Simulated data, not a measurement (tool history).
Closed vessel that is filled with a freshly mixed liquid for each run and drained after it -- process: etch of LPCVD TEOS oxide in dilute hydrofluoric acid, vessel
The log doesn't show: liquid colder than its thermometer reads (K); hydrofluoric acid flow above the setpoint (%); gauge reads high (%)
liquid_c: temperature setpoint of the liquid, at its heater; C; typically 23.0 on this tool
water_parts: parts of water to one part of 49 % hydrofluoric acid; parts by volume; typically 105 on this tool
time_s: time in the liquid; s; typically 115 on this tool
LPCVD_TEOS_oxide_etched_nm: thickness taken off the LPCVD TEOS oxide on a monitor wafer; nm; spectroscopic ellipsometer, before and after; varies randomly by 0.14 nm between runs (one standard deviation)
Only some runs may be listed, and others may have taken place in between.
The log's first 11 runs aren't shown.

run,hour,liquid_c,water_parts,time_s,wafers since the last listed run,hours since the thermometer was replaced,hours since the hydrofluoric acid flow meter was replaced,hours since the gauge calibration,"read-back film thickness of the LPCVD TEOS oxide reference wafer, read on the same gauge (nm)",LPCVD_TEOS_oxide_etched_nm
12,671.6,23.0,105,115,3999,708.7,1062.9,2160.1,40.02,16.93
13,725.5,23.0,105,115,4855,762.6,1116.8,2214.0,40.00,16.83
14,760.0,23.0,145,60,3108,797.1,1151.3,2248.5,40.03,6.04
# hour 798.5: thermometer replaced
15,799.0,26.0,65,165,3423,0.5,1190.3,2287.5,40.01,46.56
16,847.6,27.5,120,175,4378,49.1,1238.9,2336.1,39.99,25.91
17,909.3,23.0,105,115,5558,110.8,1300.6,2397.8,40.01,16.89
18,956.5,26.0,65,135,4252,158.0,1347.8,2445.0,39.97,37.82
# hour 983.6: gauge calibrated
19,993.5,23.0,105,45,3333,195.0,1384.8,9.9,40.00,6.66
20,1035.3,23.0,55,115,3765,236.8,1426.6,51.7,39.95,33.90
21,1065.6,23.0,105,115,2729,267.1,1456.9,82.0,39.99,16.99
22,1125.4,23.0,120,115,5387,326.9,1516.7,141.8,39.97,14.40

What does the tool deliver on the next run?
# hour 1291.2: hydrofluoric acid flow meter replaced
23,1330.8,26.5,105,115,18414,532.3,39.6,347.2,?,?

{"run 23": {"read-back film thickness of the LPCVD TEOS oxide reference wafer, read on the same gauge (nm)": 39.96, "LPCVD_TEOS_oxide_etched_nm": 19.26}}
With no hidden state in the tool, this same run would have given LPCVD_TEOS_oxide_etched_nm 19.26 nm.
